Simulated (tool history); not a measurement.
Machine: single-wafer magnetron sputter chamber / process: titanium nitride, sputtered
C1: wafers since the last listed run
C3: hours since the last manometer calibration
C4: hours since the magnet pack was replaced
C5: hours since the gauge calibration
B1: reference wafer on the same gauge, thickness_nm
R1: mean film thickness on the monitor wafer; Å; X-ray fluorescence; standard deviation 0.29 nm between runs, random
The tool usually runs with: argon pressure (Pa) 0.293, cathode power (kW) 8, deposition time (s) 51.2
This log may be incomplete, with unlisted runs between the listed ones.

Run 1, hour 0: usual settings; C1 0; wafers on the sputter target 1887; C3 951.8; C4 5711.6; C5 231.8; B1 68.102. Result: R1 750.25 Å.
Run 2, hour 61.1: usual settings but cathode power (kW) 7.2; C1 781; wafers on the sputter target 2669; C3 1012.9; C4 5772.7; C5 292.9; B1 68.101. Result: R1 686.53 Å.
Run 3, hour 130.8: usual settings but cathode power (kW) 7.2; C1 891; wafers on the sputter target 3561; C3 1082.6; C4 5842.4; C5 362.6; B1 68.131. Result: R1 686.39 Å.
Run 4, hour 178.9: usual settings; C1 615; wafers on the sputter target 4176; C3 1130.7; C4 5890.5; C5 410.7; B1 68.143. Result: R1 756.69 Å.
Run 5, hour 223.6: usual settings but cathode power (kW) 9.15; C1 571; wafers on the sputter target 4748; C3 1175.4; C4 5935.2; C5 455.4; B1 68.121. Result: R1 836.81 Å.
Run 6, hour 259.4: usual settings; C1 457; wafers on the sputter target 5206; C3 1211.2; C4 5971; C5 491.2; B1 68.067. Result: R1 749.07 Å.
At hour 296.1: sputter target and shields replaced.
Run 7, hour 327.5: usual settings; C1 768; wafers on the sputter target 401; C3 1279.3; C4 6039.1; C5 559.3; B1 68.112. Result: R1 751.19 Å.
At hour 344.4: capacitance manometer re-zeroed and calibrated.
Run 8, hour 387.8: usual settings but argon pressure (Pa) 0.336, deposition time (s) 59; C1 669; wafers on the sputter target 1070; C3 43.4; C4 6099.4; C5 619.6; B1 68.125. Result: R1 855.4 Å.
Run 9, hour 418.2: usual settings; C1 388; wafers on the sputter target 1459; C3 73.8; C4 6129.8; C5 650; B1 68.178. Result: R1 750.69 Å.
At hour 420.8: gauge calibrated.
At hour 442.8: magnet pack replaced.
Run 10, hour 485.8: usual settings but cathode power (kW) 6.3, deposition time (s) 54.1; C1 762; wafers on the sputter target 2222; C3 141.4; C4 43; C5 65; B1 68.139. Result: R1 653.88 Å.
Run 11, hour 554.8: usual settings; C1 882; wafers on the sputter target 3104; C3 210.4; C4 112; C5 134; B1 68.15. Result: R1 751.05 Å.
Run 12, hour 614.8: usual settings but argon pressure (Pa) 0.224; C1 767; wafers on the sputter target 3872; C3 270.4; C4 172; C5 194; B1 68.041. Result: R1 776.41 Å.
Run 13, hour 685.7: usual settings; C1 906; wafers on the sputter target 4779; C3 341.3; C4 242.9; C5 264.9; B1 68.128. Result: R1 750.78 Å.
Run 14, hour 734.9: usual settings but argon pressure (Pa) 0.222, cathode power (kW) 6.75, deposition time (s) 45.6; C1 629; wafers on the sputter target 5408; C3 390.5; C4 292.1; C5 314.1; B1 68.157. Result: R1 603.45 Å.
Run 15, hour 789.9: usual settings but argon pressure (Pa) 0.241, cathode power (kW) 7.1, deposition time (s) 60.2; C1 703; wafers on the sputter target 6112; C3 445.5; C4 347.1; C5 369.1; B1 68.124. Result: R1 817.3 Å.

Below are 3 alternative next runs, each starting from the tool's condition after run 15. Predict each:
Run A, hour 790.3: usual settings; C1 5; wafers on the sputter target 6117; C3 445.9; C4 347.5; C5 369.5; B1 ?. Result: R1 ?.
Run B, hour 790.3: usual settings but argon pressure (Pa) 0.344; C1 5; wafers on the sputter target 6117; C3 445.9; C4 347.5; C5 369.5; B1 ?. Result: R1 ?.
Run C, hour 790.3: usual settings but argon pressure (Pa) 0.226, cathode power (kW) 10, deposition time (s) 58.1; C1 5; wafers on the sputter target 6117; C3 445.9; C4 347.5; C5 369.5; B1 ?. Result: R1 ?.

run      B1       R1
  A  68.194   746.24
  B  68.194   729.46
  C  68.194  1047.43
With no hidden state in the tool, these same runs would have given:
run       R1
  A   746.24
  B   729.46
  C  1047.43
